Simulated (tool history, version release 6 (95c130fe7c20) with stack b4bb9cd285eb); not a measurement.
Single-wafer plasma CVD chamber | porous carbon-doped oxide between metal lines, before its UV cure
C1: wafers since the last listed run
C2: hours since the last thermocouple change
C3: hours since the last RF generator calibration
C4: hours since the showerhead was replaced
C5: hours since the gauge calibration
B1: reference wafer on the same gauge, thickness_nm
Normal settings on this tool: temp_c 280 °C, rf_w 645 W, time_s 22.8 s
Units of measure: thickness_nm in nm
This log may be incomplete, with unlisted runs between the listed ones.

run 1 day=0 | temp_c=280 rf_w=645 time_s=22.8 | C1=0 C2=107.9 C3=552.5 C4=6348.3 C5=654.7 | B1=194.856 | thickness_nm=166.867
run 2 day=4.196 | temp_c=280 rf_w=645 time_s=22.8 | C1=2512 C2=208.6 C3=653.2 C4=6449 C5=755.4 | B1=195.098 | thickness_nm=166.384
run 3 day=7.925 | temp_c=280 rf_w=645 time_s=22.8 | C1=2233 C2=298.1 C3=742.7 C4=6538.5 C5=844.9 | B1=194.948 | thickness_nm=167.333
run 4 day=11.683 | temp_c=280 rf_w=645 time_s=22.8 | C1=2250 C2=388.3 C3=832.9 C4=6628.7 C5=935.1 | B1=195.108 | thickness_nm=165.912
run 5 day=14.567 | temp_c=280 rf_w=645 time_s=22.8 | C1=1726 C2=457.5 C3=902.1 C4=6697.9 C5=1004.3 | B1=195.148 | thickness_nm=167.351
run 6 day=18.362 | temp_c=280 rf_w=645 time_s=22.8 | C1=2273 C2=548.6 C3=993.2 C4=6789 C5=1095.4 | B1=195.119 | thickness_nm=166.21
run 7 day=21.625 | temp_c=284 rf_w=645 time_s=22.8 | C1=1953 C2=626.9 C3=1071.5 C4=6867.3 C5=1173.7 | B1=195.016 | thickness_nm=160.892
run 8 day=25.238 | temp_c=284 rf_w=645 time_s=22.8 | C1=2163 C2=713.6 C3=1158.2 C4=6954 C5=1260.4 | B1=195.048 | thickness_nm=161.99
run 9 day=28.254 | temp_c=280 rf_w=645 time_s=22.8 | C1=1806 C2=786 C3=1230.6 C4=7026.4 C5=1332.8 | B1=195.006 | thickness_nm=166.566
run 10 day=31.896 | temp_c=280 rf_w=645 time_s=22.8 | C1=2180 C2=873.4 C3=1318 C4=7113.8 C5=1420.2 | B1=194.886 | thickness_nm=165.306
run 11 day=33.525 | temp_c=286 rf_w=645 time_s=22.8 | C1=975 C2=912.5 C3=1357.1 C4=7152.9 C5=1459.3 | B1=195.012 | thickness_nm=159.923
run 12 day=37.733 | temp_c=286 rf_w=645 time_s=22.8 | C1=2520 C2=1013.5 C3=1458.1 C4=7253.9 C5=1560.3 | B1=194.965 | thickness_nm=158.735
run 13 day=39.525 | temp_c=292 rf_w=645 time_s=22.8 | C1=1073 C2=1056.5 C3=1501.1 C4=7296.9 C5=1603.3 | B1=194.728 | thickness_nm=152.336
run 14 day=41.321 | temp_c=280 rf_w=645 time_s=22.8 | C1=1075 C2=1099.6 C3=1544.2 C4=7340 C5=1646.4 | B1=195.257 | thickness_nm=166.24
run 15 day=45.658 | temp_c=288 rf_w=645 time_s=22.8 | C1=2597 C2=1203.7 C3=1648.3 C4=7444.1 C5=1750.5 | B1=195.099 | thickness_nm=156.023
-- day=46.838 thermocouple changed; heater temperature recalibrated
run 16 day=47.758 | temp_c=272 rf_w=770 time_s=20.9 | C1=1058 C2=22.1 C3=1698.7 C4=7494.5 C5=1800.9 | B1=195.126 | thickness_nm=184.977
run 17 day=51.9 | temp_c=280 rf_w=645 time_s=22.8 | C1=2480 C2=121.5 C3=1798.1 C4=7593.9 C5=1900.3 | B1=195.177 | thickness_nm=164.413
-- day=53.792 showerhead replaced
run 18 day=54.017 | temp_c=280 rf_w=610 time_s=22.8 | C1=1068 C2=172.3 C3=1848.9 C4=5.4 C5=1951.1 | B1=195.079 | thickness_nm=155.875
run 19 day=55.767 | temp_c=280 rf_w=645 time_s=22.8 | C1=1048 C2=214.3 C3=1890.9 C4=47.4 C5=1993.1 | B1=194.92 | thickness_nm=163.11
run 20 day=57.679 | temp_c=288 rf_w=705 time_s=20.4 | C1=1145 C2=260.2 C3=1936.8 C4=93.3 C5=2039 | B1=194.856 | thickness_nm=149.749
-- day=59.212 gauge calibrated
run 21 day=61.504 | temp_c=280 rf_w=645 time_s=18.9 | C1=2290 C2=352 C3=2028.6 C4=185.1 C5=55 | B1=195.212 | thickness_nm=135.859
run 22 day=63.062 | temp_c=280 rf_w=750 time_s=22.8 | C1=933 C2=389.4 C3=2066 C4=222.5 C5=92.4 | B1=194.986 | thickness_nm=185.782
-- day=65.358 RF generator calibrated
run 23 day=66.029 | temp_c=280 rf_w=645 time_s=22.8 | C1=1577 C2=460.6 C3=16.1 C4=293.7 C5=163.6 | B1=195.105 | thickness_nm=170.49
run 24 day=67.958 | temp_c=273 rf_w=595 time_s=19.5 | C1=1155 C2=506.9 C3=62.4 C4=340 C5=209.9 | B1=194.858 | thickness_nm=142.623
run 25 day=71.488 | temp_c=280 rf_w=570 time_s=24.1 | C1=2113 C2=591.6 C3=147.1 C4=424.7 C5=294.6 | B1=194.793 | thickness_nm=161.188

Run 26, settings as shown, results not yet in. Your forecast:
run 26 day=75.679 | temp_c=280 rf_w=645 time_s=20 | C1=2510 C2=692.2 C3=247.7 C4=525.3 C5=395.2 | B1=? | thickness_nm=?

{"run 26": {"B1": 194.987, "thickness_nm": 150.952}}
Without the tool's hidden state the same run would have given thickness_nm 150.671 nm.
